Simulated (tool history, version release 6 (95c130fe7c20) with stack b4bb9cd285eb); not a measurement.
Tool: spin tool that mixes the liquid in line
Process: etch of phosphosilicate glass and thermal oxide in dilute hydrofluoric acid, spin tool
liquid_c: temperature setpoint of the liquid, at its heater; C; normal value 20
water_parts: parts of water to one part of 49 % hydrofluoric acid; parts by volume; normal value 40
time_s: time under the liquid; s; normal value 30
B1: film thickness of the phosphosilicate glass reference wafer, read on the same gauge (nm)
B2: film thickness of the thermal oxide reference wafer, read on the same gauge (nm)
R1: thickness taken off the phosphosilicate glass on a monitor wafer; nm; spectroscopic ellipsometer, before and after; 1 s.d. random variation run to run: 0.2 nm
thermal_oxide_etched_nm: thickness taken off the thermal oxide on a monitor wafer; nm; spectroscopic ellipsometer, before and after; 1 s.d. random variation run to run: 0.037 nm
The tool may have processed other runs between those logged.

{"run": 1, "hour": 0.0, "liquid_c": 20, "water_parts": 50, "time_s": 25, "B1": 39.99, "B2": 29.995, "R1": 25.56, "thermal_oxide_etched_nm": 1.863}
{"run": 2, "hour": 16.8, "liquid_c": 20, "water_parts": 50, "time_s": 25, "B1": 39.98, "B2": 29.986, "R1": 25.63, "thermal_oxide_etched_nm": 1.796}
{"run": 3, "hour": 41.7, "liquid_c": 20, "water_parts": 50, "time_s": 25, "B1": 40, "B2": 29.989, "R1": 25.29, "thermal_oxide_etched_nm": 1.848}
{"run": 4, "hour": 76.1, "liquid_c": 20, "water_parts": 55, "time_s": 35, "B1": 40.02, "B2": 30.008, "R1": 31.74, "thermal_oxide_etched_nm": 2.322}
{"run": 5, "hour": 102.3, "liquid_c": 20, "water_parts": 55, "time_s": 35, "B1": 39.99, "B2": 29.988, "R1": 31.75, "thermal_oxide_etched_nm": 2.268}
{"run": 6, "hour": 116.1, "liquid_c": 20, "water_parts": 55, "time_s": 35, "B1": 39.99, "B2": 30.001, "R1": 31.61, "thermal_oxide_etched_nm": 2.303}
{"hour": 133.3, "done": "hydrofluoric acid flow meter replaced"}
{"run": 7, "hour": 144.1, "liquid_c": 20, "water_parts": 50, "time_s": 30, "B1": 40, "B2": 30.002, "R1": 32.42, "thermal_oxide_etched_nm": 2.386}
{"run": 8, "hour": 156.3, "liquid_c": 20, "water_parts": 50, "time_s": 30, "B1": 40, "B2": 29.995, "R1": 32.66, "thermal_oxide_etched_nm": 2.358}
{"hour": 165.4, "done": "thermometer replaced"}
{"run": 9, "hour": 185.3, "liquid_c": 20, "water_parts": 40, "time_s": 30, "B1": 40, "B2": 29.97, "R1": 44.9, "thermal_oxide_etched_nm": 3.294}
{"run": 10, "hour": 204.2, "liquid_c": 20, "water_parts": 40, "time_s": 30, "B1": 40.02, "B2": 30.003, "R1": 44.7, "thermal_oxide_etched_nm": 3.233}
{"hour": 230.1, "done": "gauge calibrated"}
{"run": 11, "hour": 237.0, "liquid_c": 24, "water_parts": 45, "time_s": 30, "B1": 39.98, "B2": 29.985, "R1": 46.25, "thermal_oxide_etched_nm": 3.341}
{"run": 12, "hour": 260.9, "liquid_c": 20, "water_parts": 40, "time_s": 15, "B1": 40, "B2": 30.003, "R1": 22.21, "thermal_oxide_etched_nm": 1.588}
{"run": 13, "hour": 274.4, "liquid_c": 20, "water_parts": 40, "time_s": 30, "B1": 40, "B2": 30.017, "R1": 43.63, "thermal_oxide_etched_nm": 3.174}

What does the tool deliver on the next run?
{"run": 14, "hour": 300.7, "liquid_c": 20, "water_parts": 40, "time_s": 45, "B1": "?", "B2": "?", "R1": "?", "thermal_oxide_etched_nm": "?"}

B1: 40
B2: 30.016
R1: 65.22 nm
thermal_oxide_etched_nm: 4.768 nm
Were there no unlogged condition in the tool, this run, its random variation unchanged, would have produced R1 67.56 nm, thermal_oxide_etched_nm 4.939 nm.

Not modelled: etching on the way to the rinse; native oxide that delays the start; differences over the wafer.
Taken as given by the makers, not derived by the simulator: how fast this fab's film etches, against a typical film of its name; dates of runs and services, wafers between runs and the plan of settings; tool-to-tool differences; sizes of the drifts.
